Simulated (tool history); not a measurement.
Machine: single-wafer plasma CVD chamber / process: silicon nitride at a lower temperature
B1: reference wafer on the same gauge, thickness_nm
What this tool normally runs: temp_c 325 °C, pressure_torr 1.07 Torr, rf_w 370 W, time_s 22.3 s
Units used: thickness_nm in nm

run 1 hour=0 | temp_c=325 pressure_torr=1.07 rf_w=370 time_s=22.3 | B1=29.31 | thickness_nm=29.983
run 2 hour=33.2 | temp_c=330 pressure_torr=1.07 rf_w=405 time_s=22.3 | B1=29.282 | thickness_nm=31.26
run 3 hour=59 | temp_c=325 pressure_torr=1.07 rf_w=370 time_s=22.3 | B1=29.284 | thickness_nm=29.984
run 4 hour=92.8 | temp_c=325 pressure_torr=1.07 rf_w=370 time_s=22.3 | B1=29.296 | thickness_nm=29.908
run 5 hour=128.6 | temp_c=325 pressure_torr=1.07 rf_w=370 time_s=22.3 | B1=29.299 | thickness_nm=29.734
-- hour=142.2 capacitance manometer re-zeroed and calibrated
-- hour=167.3 RF generator calibrated
run 6 hour=167.8 | temp_c=325 pressure_torr=1.07 rf_w=320 time_s=22.3 | B1=29.28 | thickness_nm=29.057
run 7 hour=181.1 | temp_c=325 pressure_torr=1.07 rf_w=310 time_s=18.8 | B1=29.29 | thickness_nm=24.207
run 8 hour=206.9 | temp_c=325 pressure_torr=1.07 rf_w=335 time_s=19.8 | B1=29.308 | thickness_nm=26.231
run 9 hour=239.9 | temp_c=335 pressure_torr=0.98 rf_w=430 time_s=25.8 | B1=29.263 | thickness_nm=36.656
run 10 hour=263.6 | temp_c=325 pressure_torr=1.07 rf_w=370 time_s=23.9 | B1=29.295 | thickness_nm=32.989
run 11 hour=295.4 | temp_c=325 pressure_torr=1.07 rf_w=370 time_s=22.3 | B1=29.29 | thickness_nm=30.696
run 12 hour=326.7 | temp_c=325 pressure_torr=1.07 rf_w=370 time_s=22.3 | B1=29.306 | thickness_nm=30.774
run 13 hour=426.9 | temp_c=311 pressure_torr=1.07 rf_w=425 time_s=17.9 | B1=29.286 | thickness_nm=26.264
run 14 hour=439.9 | temp_c=325 pressure_torr=1.07 rf_w=370 time_s=22.3 | B1=29.299 | thickness_nm=30.564
run 15 hour=455.1 | temp_c=325 pressure_torr=1.07 rf_w=370 time_s=22.3 | B1=29.298 | thickness_nm=30.805
run 16 hour=490.5 | temp_c=329 pressure_torr=1.07 rf_w=370 time_s=24.4 | B1=29.306 | thickness_nm=33.388
-- hour=510.9 thermocouple changed; heater temperature recalibrated
-- hour=517.4 showerhead replaced
run 17 hour=517.9 | temp_c=325 pressure_torr=1.07 rf_w=370 time_s=22.3 | B1=29.281 | thickness_nm=30.657

What does the tool deliver on the next run?
run 18 hour=530.8 | temp_c=317 pressure_torr=1.29 rf_w=370 time_s=22.3 | B1=? | thickness_nm=?

Run 18 produced B1 29.311, thickness_nm 33.176 nm.
Were there no unlogged condition in the tool, this run, its random variation unchanged, would have produced thickness_nm 33.652 nm.

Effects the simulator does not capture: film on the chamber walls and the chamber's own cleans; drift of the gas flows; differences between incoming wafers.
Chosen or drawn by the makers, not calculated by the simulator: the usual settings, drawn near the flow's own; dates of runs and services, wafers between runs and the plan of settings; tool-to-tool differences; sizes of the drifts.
